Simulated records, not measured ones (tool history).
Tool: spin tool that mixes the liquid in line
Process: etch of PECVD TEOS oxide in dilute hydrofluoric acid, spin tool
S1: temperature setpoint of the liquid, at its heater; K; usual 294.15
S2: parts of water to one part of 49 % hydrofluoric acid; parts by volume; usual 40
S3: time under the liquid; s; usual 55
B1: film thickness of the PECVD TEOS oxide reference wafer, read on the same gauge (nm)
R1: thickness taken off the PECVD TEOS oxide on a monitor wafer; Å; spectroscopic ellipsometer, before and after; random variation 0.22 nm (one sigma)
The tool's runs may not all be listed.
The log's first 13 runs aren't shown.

| run | hour | S1 | S2 | S3 | B1 | R1 |
|---|---|---|---|---|---|---|
| 14 | 1306.9 | 294.15 | 40 | 55 | 79.95 | 223.6 |
| 15 | 1366.1 | 294.15 | 40 | 55 | 79.99 | 228.8 |
| 16 | 1460.4 | 291.15 | 35 | 55 | 79.99 | 232.5 |
| 17 | 1564.5 | 294.15 | 40 | 55 | 80.00 | 233.2 |
|  | 1611.3 | thermometer replaced |
| 18 | 1623.8 | 294.15 | 40 | 70 | 80.03 | 273.4 |
| 19 | 1682.6 | 294.15 | 30 | 20 | 80.00 | 107.5 |
| 20 | 1736.3 | 294.15 | 60 | 55 | 79.95 | 145.9 |
| 21 | 1797.7 | 290.15 | 40 | 20 | 80.02 | 68.1 |
| 22 | 1903.4 | 295.65 | 20 | 40 | 80.00 | 357.6 |
|  | 1948.9 | hydrofluoric acid flow meter replaced |
| 23 | 1989.2 | 296.65 | 40 | 35 | 80.00 | 165.2 |
| 24 | 2053.3 | 292.15 | 40 | 55 | 80.03 | 208.2 |
| 25 | 2125.4 | 291.15 | 35 | 65 | 79.98 | 278.8 |
|  | 2163.0 | thermometer replaced |
| 26 | 2232.6 | 291.15 | 35 | 65 | 79.97 | 264.0 |
| 27 | 2297.1 | 290.15 | 55 | 25 | 80.00 | 61.0 |
| 28 | 2346.0 | 290.15 | 25 | 65 | 79.98 | 364.5 |
| 29 | 2438.9 | 298.65 | 20 | 55 | 79.98 | 565.8 |
| 30 | 2535.3 | 294.15 | 40 | 55 | 80.03 | 228.8 |
| 31 | 2609.3 | 294.15 | 40 | 55 | 79.98 | 228.2 |
|  | 2652.1 | hydrofluoric acid flow meter replaced |
| 32 | 2691.1 | 294.15 | 40 | 55 | 79.99 | 236.5 |
| 33 | 2745.9 | 294.15 | 40 | 55 | 79.99 | 230.9 |

Forecast each of these 4 alternatives for the next run:
| A | 2746.3 | 294.15 | 40 | 55 | ? | ? |
| B | 2746.3 | 290.65 | 40 | 70 | ? | ? |
| C | 2746.3 | 298.65 | 55 | 85 | ? | ? |
| D | 2746.3 | 291.15 | 55 | 25 | ? | ? |

| run | B1 | R1 |
|---|---|---|
| A | 80.00 | 230.7 |
| B | 80.00 | 253.0 |
| C | 80.00 | 305.4 |
| D | 80.00 | 66.0 |
Without the tool's hidden state the same runs would have given:
| run | R1 |
|---|---|
| A | 215.0 |
| B | 235.4 |
| C | 285.6 |
| D | 61.4 |

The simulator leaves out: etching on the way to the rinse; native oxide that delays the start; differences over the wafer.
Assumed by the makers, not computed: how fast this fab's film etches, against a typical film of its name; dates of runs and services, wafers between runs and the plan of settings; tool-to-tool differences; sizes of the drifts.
